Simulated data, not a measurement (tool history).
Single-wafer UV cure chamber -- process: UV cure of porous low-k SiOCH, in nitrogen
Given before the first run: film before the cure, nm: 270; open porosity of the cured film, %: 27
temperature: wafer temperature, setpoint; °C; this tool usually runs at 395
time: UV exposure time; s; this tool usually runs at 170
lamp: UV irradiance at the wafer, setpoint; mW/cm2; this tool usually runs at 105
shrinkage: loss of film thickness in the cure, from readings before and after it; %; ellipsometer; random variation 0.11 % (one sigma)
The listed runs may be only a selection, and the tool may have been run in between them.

run	day	temperature	time	lamp	shrinkage
1	0.000	389	170	116	12.293
2	0.633	388	170	118	12.387
3	1.054	388	170	118	12.118
# day 1.638: quartz window cleaned
4	1.658	388	170	118	12.794
5	1.829	395	170	105	12.253
6	2.429	395	170	105	12.160
7	3.083	395	170	105	12.274
8	3.354	395	170	105	11.985
9	3.812	395	170	105	11.949
10	4.162	409	170	105	12.234

Expected results for the next run?
# day 4.808: UV bulbs replaced
11	4.829	395	170	105	?

{"run 11": {"shrinkage": 11.958}}
Take away the tool's hidden state, keep the run-to-run variation as it was, and the same run would have given shrinkage 12.515 %.

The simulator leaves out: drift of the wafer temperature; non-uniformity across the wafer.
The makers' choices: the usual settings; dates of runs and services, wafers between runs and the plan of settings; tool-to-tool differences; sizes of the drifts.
